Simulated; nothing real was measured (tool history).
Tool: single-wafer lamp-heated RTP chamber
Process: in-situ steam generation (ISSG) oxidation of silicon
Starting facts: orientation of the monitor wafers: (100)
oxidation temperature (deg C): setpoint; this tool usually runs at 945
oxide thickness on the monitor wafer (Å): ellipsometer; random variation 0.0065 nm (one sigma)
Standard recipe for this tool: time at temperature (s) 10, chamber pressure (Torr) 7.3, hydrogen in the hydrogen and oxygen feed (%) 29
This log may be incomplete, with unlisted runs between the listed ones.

run,day,oxidation temperature (deg C),time at temperature (s),chamber pressure (Torr),hydrogen in the hydrogen and oxygen feed (%),wafers since the last listed run,wafers since the last pyrometer calibration,hours since the pressure gauge was zeroed,hours since the hydrogen flow controller was replaced,hours since the gauge calibration,"read-back reference wafer on the same gauge, thickness",oxide thickness on the monitor wafer (Å)
1,0.000,945,9,7.3,29,0,4870,3711.5,6839.7,67.7,3.131,36.55
2,1.033,945,10,7.3,29,138,5009,3736.3,6864.5,92.5,3.131,37.94
3,2.083,945,10,7.3,29,141,5150,3761.5,6889.7,117.7,3.131,38.05
4,3.329,945,10,7.3,29,167,5317,3791.4,6919.6,147.6,3.127,37.97
5,4.638,945,10,7.3,29,175,5493,3822.8,6951.0,179.0,3.132,38.06
6,5.421,945,10,7.3,29,105,5598,3841.6,6969.8,197.8,3.130,37.99
7,6.808,945,10,7.3,29,186,5785,3874.9,7003.1,231.1,3.129,37.99
# day 9.088: gauge calibrated
8,9.354,945,10,7.3,29,342,6127,3936.0,7064.2,6.4,3.131,38.17
# day 10.096: hydrogen flow controller replaced
9,10.658,961,10,7.3,29,130,6258,3967.3,13.5,37.7,3.126,39.53
10,11.162,925,10,7.3,29,67,6325,3979.4,25.6,49.8,3.131,36.44
11,12.629,945,10,6.9,32,197,6523,4014.6,60.8,85.0,3.132,39.20
# day 13.675: pyrometer window cleaned and pyrometer calibrated
12,13.925,945,6,7.3,24,129,33,4045.7,91.9,116.1,3.129,29.64
# day 14.862: pressure gauge zeroed
13,14.883,951,11,8.7,21,84,117,0.5,114.9,139.1,3.131,35.70
14,15.992,926,8,8.6,29,148,266,27.1,141.5,165.7,3.130,33.07
15,16.946,945,10,7.3,29,128,394,50.0,164.4,188.6,3.134,37.36
16,18.004,945,13,7.3,29,142,537,75.4,189.8,214.0,3.130,40.98
17,19.196,945,8,6.9,23,160,697,104.0,218.4,242.6,3.128,32.32

Each row is a separate what-if for the run after 17, all from the same tool condition, not one after another. Results?
A,19.217,945,10,7.3,29,2,700,104.5,218.9,243.1,?,?
B,19.217,965,10,7.3,32,2,700,104.5,218.9,243.1,?,?
C,19.217,957,10,7.3,29,2,700,104.5,218.9,243.1,?,?
D,19.217,954,13,7.3,32,2,700,104.5,218.9,243.1,?,?
E,19.217,934,11,8.7,32,2,700,104.5,218.9,243.1,?,?

run,"read-back reference wafer on the same gauge, thickness",oxide thickness on the monitor wafer (Å)
A,3.131,37.41
B,3.131,40.43
C,3.131,38.45
D,3.131,43.22
E,3.131,38.36
Stripped of hidden state, with their random variation kept, the same runs would have yielded:
run,oxide thickness on the monitor wafer (Å)
A,37.22
B,40.20
C,38.25
D,42.97
E,38.18
